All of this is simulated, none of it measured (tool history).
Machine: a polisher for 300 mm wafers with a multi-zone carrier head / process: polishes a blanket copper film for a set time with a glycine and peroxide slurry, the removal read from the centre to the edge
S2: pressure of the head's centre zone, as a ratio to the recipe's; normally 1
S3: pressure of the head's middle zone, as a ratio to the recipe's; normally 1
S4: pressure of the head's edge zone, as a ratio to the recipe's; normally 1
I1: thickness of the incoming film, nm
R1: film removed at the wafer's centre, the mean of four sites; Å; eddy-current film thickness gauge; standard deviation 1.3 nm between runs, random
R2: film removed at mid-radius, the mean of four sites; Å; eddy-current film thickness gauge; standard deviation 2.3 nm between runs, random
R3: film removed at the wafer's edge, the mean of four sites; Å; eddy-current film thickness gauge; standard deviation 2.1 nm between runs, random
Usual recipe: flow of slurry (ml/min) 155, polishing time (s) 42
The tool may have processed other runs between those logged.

{"run": 1, "day": 0.0, "flow of slurry (ml/min)": 105, "S2": 1.04, "S3": 0.91, "S4": 0.94, "polishing time (s)": 42, "I1": 1996.8, "R1": 1662, "R2": 1479, "R3": 1653}
{"run": 2, "day": 0.821, "flow of slurry (ml/min)": 115, "S2": 1, "S3": 1, "S4": 1.07, "polishing time (s)": 42, "I1": 2013.7, "R1": 1614, "R2": 1625, "R3": 1731}
{"run": 3, "day": 1.658, "flow of slurry (ml/min)": 155, "S2": 1, "S3": 0.94, "S4": 1, "polishing time (s)": 42, "I1": 2030.4, "R1": 1701, "R2": 1568, "R3": 1733}
{"day": 2.412, "done": "worn pad replaced by a new one"}
{"run": 4, "day": 2.454, "flow of slurry (ml/min)": 155, "S2": 1, "S3": 1, "S4": 1, "polishing time (s)": 42, "I1": 2028, "R1": 1676, "R2": 1645, "R3": 1756}
{"day": 3.933, "done": "edge zone pressure recalibrated"}
{"run": 5, "day": 6.146, "flow of slurry (ml/min)": 155, "S2": 1, "S3": 1, "S4": 1, "polishing time (s)": 42, "I1": 2037.5, "R1": 1671, "R2": 1632, "R3": 1767}
{"run": 6, "day": 7.338, "flow of slurry (ml/min)": 155, "S2": 1, "S3": 1, "S4": 1, "polishing time (s)": 42, "I1": 2019.5, "R1": 1660, "R2": 1652, "R3": 1722}
{"run": 7, "day": 8.038, "flow of slurry (ml/min)": 155, "S2": 1, "S3": 1, "S4": 1, "polishing time (s)": 42, "I1": 2034.3, "R1": 1672, "R2": 1669, "R3": 1711}
{"day": 9.158, "done": "centre zone pressure recalibrated"}
{"day": 11.179, "done": "carrier head's membrane replaced by a new one"}
{"run": 8, "day": 12.292, "flow of slurry (ml/min)": 155, "S2": 1, "S3": 1, "S4": 1, "polishing time (s)": 42, "I1": 2006.8, "R1": 1644, "R2": 1640, "R3": 1704}
{"run": 9, "day": 13.675, "flow of slurry (ml/min)": 155, "S2": 1, "S3": 1, "S4": 1, "polishing time (s)": 42, "I1": 2047.9, "R1": 1639, "R2": 1635, "R3": 1746}
{"run": 10, "day": 14.675, "flow of slurry (ml/min)": 155, "S2": 1.05, "S3": 1, "S4": 1.09, "polishing time (s)": 42, "I1": 2022.2, "R1": 1734, "R2": 1610, "R3": 1803}
{"run": 11, "day": 15.638, "flow of slurry (ml/min)": 155, "S2": 1, "S3": 1, "S4": 1, "polishing time (s)": 42, "I1": 1999.2, "R1": 1613, "R2": 1584, "R3": 1682}
{"day": 16.067, "done": "worn pad replaced by a new one"}
{"run": 12, "day": 16.875, "flow of slurry (ml/min)": 155, "S2": 1, "S3": 1, "S4": 1, "polishing time (s)": 42, "I1": 2031.8, "R1": 1615, "R2": 1655, "R3": 1680}
{"run": 13, "day": 18.312, "flow of slurry (ml/min)": 180, "S2": 0.92, "S3": 1, "S4": 1, "polishing time (s)": 42, "I1": 2019.3, "R1": 1516, "R2": 1642, "R3": 1695}
{"run": 14, "day": 19.042, "flow of slurry (ml/min)": 185, "S2": 1, "S3": 1, "S4": 1, "polishing time (s)": 42, "I1": 2019.9, "R1": 1662, "R2": 1588, "R3": 1713}
{"run": 15, "day": 20.254, "flow of slurry (ml/min)": 155, "S2": 1, "S3": 1, "S4": 1, "polishing time (s)": 54, "I1": 2001.5, "R1": 2023, "R2": 2054, "R3": 2140}
{"run": 16, "day": 21.396, "flow of slurry (ml/min)": 155, "S2": 1.11, "S3": 1, "S4": 1, "polishing time (s)": 42, "I1": 2023.2, "R1": 1759, "R2": 1546, "R3": 1669}
{"run": 17, "day": 22.667, "flow of slurry (ml/min)": 155, "S2": 1.04, "S3": 0.94, "S4": 1, "polishing time (s)": 42, "I1": 2053.9, "R1": 1643, "R2": 1527, "R3": 1669}
{"run": 18, "day": 23.196, "flow of slurry (ml/min)": 115, "S2": 1, "S3": 1, "S4": 1, "polishing time (s)": 42, "I1": 2040.2, "R1": 1491, "R2": 1498, "R3": 1612}
{"day": 23.358, "done": "slurry nozzle cleaned"}
{"day": 23.642, "done": "centre zone pressure recalibrated"}
{"run": 19, "day": 24.471, "flow of slurry (ml/min)": 155, "S2": 1, "S3": 1, "S4": 1, "polishing time (s)": 42, "I1": 2035.8, "R1": 1680, "R2": 1664, "R3": 1736}
{"run": 20, "day": 25.738, "flow of slurry (ml/min)": 155, "S2": 1, "S3": 1, "S4": 1, "polishing time (s)": 42, "I1": 2058.4, "R1": 1704, "R2": 1699, "R3": 1717}
{"day": 26.721, "done": "worn pad replaced by a new one"}
{"run": 21, "day": 26.742, "flow of slurry (ml/min)": 155, "S2": 0.92, "S3": 1, "S4": 1.07, "polishing time (s)": 29, "I1": 1999.4, "R1": 1058, "R2": 1152, "R3": 1229}
{"run": 22, "day": 27.883, "flow of slurry (ml/min)": 120, "S2": 1, "S3": 1, "S4": 1, "polishing time (s)": 33, "I1": 2031.1, "R1": 1284, "R2": 1288, "R3": 1337}
{"run": 23, "day": 29.288, "flow of slurry (ml/min)": 155, "S2": 1, "S3": 1.08, "S4": 1, "polishing time (s)": 33, "I1": 2025.2, "R1": 1319, "R2": 1396, "R3": 1373}

Branching from run 23: 3 alternative next runs. What would each branch give?
{"run": "A", "day": 29.304, "flow of slurry (ml/min)": 155, "S2": 1, "S3": 1, "S4": 1, "polishing time (s)": 42, "I1": 2042.6, "R1": "?", "R2": "?", "R3": "?"}
{"run": "B", "day": 29.304, "flow of slurry (ml/min)": 155, "S2": 0.94, "S3": 1, "S4": 1.08, "polishing time (s)": 42, "I1": 2042.6, "R1": "?", "R2": "?", "R3": "?"}
{"run": "C", "day": 29.304, "flow of slurry (ml/min)": 170, "S2": 1, "S3": 0.93, "S4": 1.04, "polishing time (s)": 46, "I1": 2042.6, "R1": "?", "R2": "?", "R3": "?"}

run=A R1=1690 R2=1683 R3=1762
run=B R1=1587 R2=1683 R3=1830
run=C R1=1871 R2=1752 R3=1983
With the hidden condition removed and each run's random variation left untouched, the same runs would have given:
run=A R1=1698 R2=1691 R3=1768
run=B R1=1596 R2=1691 R3=1836
run=C R1=1881 R2=1760 R3=1990

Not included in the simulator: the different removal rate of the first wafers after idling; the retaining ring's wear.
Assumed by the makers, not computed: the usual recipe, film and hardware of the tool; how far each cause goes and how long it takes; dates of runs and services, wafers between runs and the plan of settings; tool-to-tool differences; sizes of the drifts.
